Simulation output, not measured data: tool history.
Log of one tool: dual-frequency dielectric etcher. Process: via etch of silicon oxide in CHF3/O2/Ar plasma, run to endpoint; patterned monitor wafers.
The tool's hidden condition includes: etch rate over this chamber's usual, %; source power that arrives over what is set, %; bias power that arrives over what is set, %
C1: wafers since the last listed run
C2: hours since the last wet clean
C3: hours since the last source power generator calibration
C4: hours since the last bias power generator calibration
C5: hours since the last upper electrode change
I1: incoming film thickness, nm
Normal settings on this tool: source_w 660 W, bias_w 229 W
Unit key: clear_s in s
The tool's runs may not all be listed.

Run 1, hour 0.0: usual settings; C1 0; C2 18.9; C3 1983.0; C4 1561.6; C5 3049.6; I1 423.9. Result: clear_s 193.0 s.
Run 2, hour 58.5: usual settings; C1 249; C2 77.4; C3 2041.5; C4 1620.1; C5 3108.1; I1 424.6. Result: clear_s 191.9 s.
Run 3, hour 115.9: usual settings; C1 245; C2 134.8; C3 2098.9; C4 1677.5; C5 3165.5; I1 428.5. Result: clear_s 193.1 s.
Run 4, hour 172.2: usual settings; C1 240; C2 191.1; C3 2155.2; C4 1733.8; C5 3221.8; I1 431.1. Result: clear_s 189.3 s.
Run 5, hour 200.5: usual settings; C1 120; C2 219.4; C3 2183.5; C4 1762.1; C5 3250.1; I1 427.5. Result: clear_s 190.8 s.
Run 6, hour 250.1: usual settings; C1 211; C2 269.0; C3 2233.1; C4 1811.7; C5 3299.7; I1 430.5. Result: clear_s 191.2 s.
Run 7, hour 297.5: usual settings but source_w 710 W; C1 202; C2 316.4; C3 2280.5; C4 1859.1; C5 3347.1; I1 428.5. Result: clear_s 182.9 s.
Run 8, hour 326.0: usual settings; C1 121; C2 344.9; C3 2309.0; C4 1887.6; C5 3375.6; I1 431.7. Result: clear_s 186.5 s.
Run 9, hour 382.2: usual settings; C1 240; C2 401.1; C3 2365.2; C4 1943.8; C5 3431.8; I1 429.9. Result: clear_s 188.6 s.
At hour 466.3: wet clean of the chamber.
Run 10, hour 466.8: usual settings; C1 258; C2 0.5; C3 2449.8; C4 2028.4; C5 3516.4; I1 428.9. Result: clear_s 194.8 s.
At hour 514.5: upper electrode replaced, of another model than before.
Run 11, hour 515.0: usual settings; C1 103; C2 48.7; C3 2498.0; C4 2076.6; C5 0.5; I1 429.1. Result: clear_s 194.0 s.
Run 12, hour 538.8: usual settings; C1 101; C2 72.5; C3 2521.8; C4 2100.4; C5 24.3; I1 428.3. Result: clear_s 193.0 s.
Run 13, hour 600.9: usual settings; C1 265; C2 134.6; C3 2583.9; C4 2162.5; C5 86.4; I1 425.5. Result: clear_s 189.3 s.
Run 14, hour 626.0: usual settings; C1 107; C2 159.7; C3 2609.0; C4 2187.6; C5 111.5; I1 421.0. Result: clear_s 185.7 s.
Run 15, hour 657.5: usual settings but source_w 610 W, bias_w 253 W; C1 134; C2 191.2; C3 2640.5; C4 2219.1; C5 143.0; I1 429.8. Result: clear_s 192.4 s.
Run 16, hour 702.0: usual settings but source_w 570 W; C1 190; C2 235.7; C3 2685.0; C4 2263.6; C5 187.5; I1 426.8. Result: clear_s 217.2 s.
Run 17, hour 745.0: usual settings but source_w 510 W, bias_w 177 W; C1 183; C2 278.7; C3 2728.0; C4 2306.6; C5 230.5; I1 428.8. Result: clear_s 325.4 s.
Run 18, hour 780.1: usual settings but source_w 790 W, bias_w 174 W; C1 149; C2 313.8; C3 2763.1; C4 2341.7; C5 265.6; I1 431.6. Result: clear_s 211.1 s.
Run 19, hour 835.0: usual settings; C1 234; C2 368.7; C3 2818.0; C4 2396.6; C5 320.5; I1 426.4. Result: clear_s 185.9 s.
Run 20, hour 863.4: usual settings; C1 121; C2 397.1; C3 2846.4; C4 2425.0; C5 348.9; I1 428.2. Result: clear_s 187.1 s.
Run 21, hour 897.0: usual settings but source_w 540 W, bias_w 198 W; C1 143; C2 430.7; C3 2880.0; C4 2458.6; C5 382.5; I1 428.9. Result: clear_s 264.2 s.
At hour 936.4: source power generator calibrated.
At hour 938.7: wet clean of the chamber.
Run 22, hour 939.2: usual settings but bias_w 179 W; C1 153; C2 0.5; C3 2.8; C4 2500.8; C5 424.7; I1 432.5. Result: clear_s 243.0 s.
At hour 965.9: bias power generator calibrated.
Run 23, hour 988.2: usual settings but source_w 580 W, bias_w 245 W; C1 192; C2 49.5; C3 51.8; C4 22.3; C5 473.7; I1 430.7. Result: clear_s 207.2 s.
Run 24, hour 1046.4: usual settings but bias_w 262 W; C1 248; C2 107.7; C3 110.0; C4 80.5; C5 531.9; I1 428.3. Result: clear_s 171.5 s.
Run 25, hour 1080.3: usual settings; C1 144; C2 141.6; C3 143.9; C4 114.4; C5 565.8; I1 423.9. Result: clear_s 187.0 s.
Run 26, hour 1225.6: usual settings but source_w 590 W, bias_w 206 W; C1 620; C2 286.9; C3 289.2; C4 259.7; C5 711.1; I1 429.0. Result: clear_s 228.8 s.
Run 27, hour 1263.2: usual settings but source_w 800 W, bias_w 214 W; C1 160; C2 324.5; C3 326.8; C4 297.3; C5 748.7; I1 430.9. Result: clear_s 168.5 s.
Run 28, hour 1288.8: usual settings; C1 109; C2 350.1; C3 352.4; C4 322.9; C5 774.3; I1 427.2. Result: clear_s 185.5 s.
Run 29, hour 1349.7: usual settings but source_w 560 W, bias_w 186 W; C1 260; C2 411.0; C3 413.3; C4 383.8; C5 835.2; I1 428.0. Result: clear_s 263.0 s.

5 ways to go on from here, each from the tool as it stands after run 29. What would each give?
Run A, hour 1350.2: usual settings; C1 2; C2 411.5; C3 413.8; C4 384.3; C5 835.7; I1 431.3. Result: clear_s ?.
Run B, hour 1350.2: usual settings but source_w 800 W, bias_w 186 W; C1 2; C2 411.5; C3 413.8; C4 384.3; C5 835.7; I1 431.3. Result: clear_s ?.
Run C, hour 1350.2: usual settings but bias_w 253 W; C1 2; C2 411.5; C3 413.8; C4 384.3; C5 835.7; I1 431.3. Result: clear_s ?.
Run D, hour 1350.2: usual settings but source_w 580 W, bias_w 186 W; C1 2; C2 411.5; C3 413.8; C4 384.3; C5 835.7; I1 431.3. Result: clear_s ?.
Run E, hour 1350.2: usual settings but source_w 620 W, bias_w 185 W; C1 2; C2 411.5; C3 413.8; C4 384.3; C5 835.7; I1 431.3. Result: clear_s ?.

run  clear_s
  A    185.5
  B    189.5
  C    172.0
  D    254.3
  E    237.9
Without the tool's hidden state the same runs would have given:
run  clear_s
  A    195.1
  B    199.2
  C    180.9
  D    267.5
  E    250.2
